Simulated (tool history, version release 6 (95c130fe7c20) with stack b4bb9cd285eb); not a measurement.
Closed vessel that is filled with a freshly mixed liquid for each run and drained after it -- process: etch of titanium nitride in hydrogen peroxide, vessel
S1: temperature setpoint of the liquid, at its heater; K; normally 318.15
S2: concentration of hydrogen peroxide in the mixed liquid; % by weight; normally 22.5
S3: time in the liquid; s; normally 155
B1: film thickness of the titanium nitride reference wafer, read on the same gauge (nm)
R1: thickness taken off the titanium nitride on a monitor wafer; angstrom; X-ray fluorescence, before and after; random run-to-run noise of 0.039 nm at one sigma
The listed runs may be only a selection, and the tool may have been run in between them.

run 1 day=0 | S1=318.15 S2=22.5 S3=155 | B1=139.98 | R1=59.2
run 2 day=0.817 | S1=318.15 S2=22.5 S3=155 | B1=140.02 | R1=58.5
run 3 day=1.554 | S1=322.15 S2=21 S3=155 | B1=140 | R1=78.4
run 4 day=2.267 | S1=318.15 S2=22.5 S3=155 | B1=140.02 | R1=59.1
run 5 day=2.846 | S1=318.15 S2=22.5 S3=155 | B1=140 | R1=58.6
run 6 day=3.212 | S1=318.15 S2=22.5 S3=155 | B1=139.99 | R1=58.3
run 7 day=3.904 | S1=325.65 S2=22.5 S3=155 | B1=140.04 | R1=102
-- day=4.296 thermometer replaced
run 8 day=4.317 | S1=318.15 S2=17.5 S3=195 | B1=140 | R1=84.6
-- day=4.367 peroxide flow meter replaced
run 9 day=4.779 | S1=318.15 S2=22.5 S3=155 | B1=140.02 | R1=70.2
run 10 day=5.254 | S1=318.15 S2=22.5 S3=155 | B1=139.98 | R1=70.1
run 11 day=5.871 | S1=321.15 S2=22.5 S3=155 | B1=140 | R1=88.9
run 12 day=6.158 | S1=318.15 S2=22.5 S3=155 | B1=140.01 | R1=70.3
-- day=6.317 new drum of peroxide connected
run 13 day=6.467 | S1=318.15 S2=20.5 S3=155 | B1=139.99 | R1=69.7
run 14 day=7.142 | S1=326.65 S2=16.5 S3=245 | B1=140.04 | R1=192.4
run 15 day=7.746 | S1=315.65 S2=16 S3=155 | B1=140 | R1=53.5
run 16 day=8.358 | S1=325.65 S2=26.5 S3=220 | B1=139.99 | R1=179.8
-- day=9.017 gauge calibrated
run 17 day=10.354 | S1=318.15 S2=25.5 S3=155 | B1=140.02 | R1=72.1
run 18 day=10.758 | S1=315.15 S2=27.5 S3=110 | B1=140.03 | R1=41.2
run 19 day=11.417 | S1=312.65 S2=29 S3=80 | B1=139.99 | R1=24.8

Below are 4 alternative next runs, each starting from the tool's condition after run 19. Predict each:
run A day=11.446 | S1=318.15 S2=27 S3=155 | B1=? | R1=?
run B day=11.446 | S1=318.15 S2=19 S3=65 | B1=? | R1=?
run C day=11.446 | S1=325.15 S2=28.5 S3=155 | B1=? | R1=?
run D day=11.446 | S1=314.15 S2=25.5 S3=215 | B1=? | R1=?

run=A B1=139.99 R1=73.1
run=B B1=139.99 R1=28.4
run=C B1=139.99 R1=123.4
run=D B1=139.99 R1=74
Without the tool's hidden state the same runs would have given:
run=A R1=75.6
run=B R1=29.4
run=C R1=127.5
run=D R1=76.6
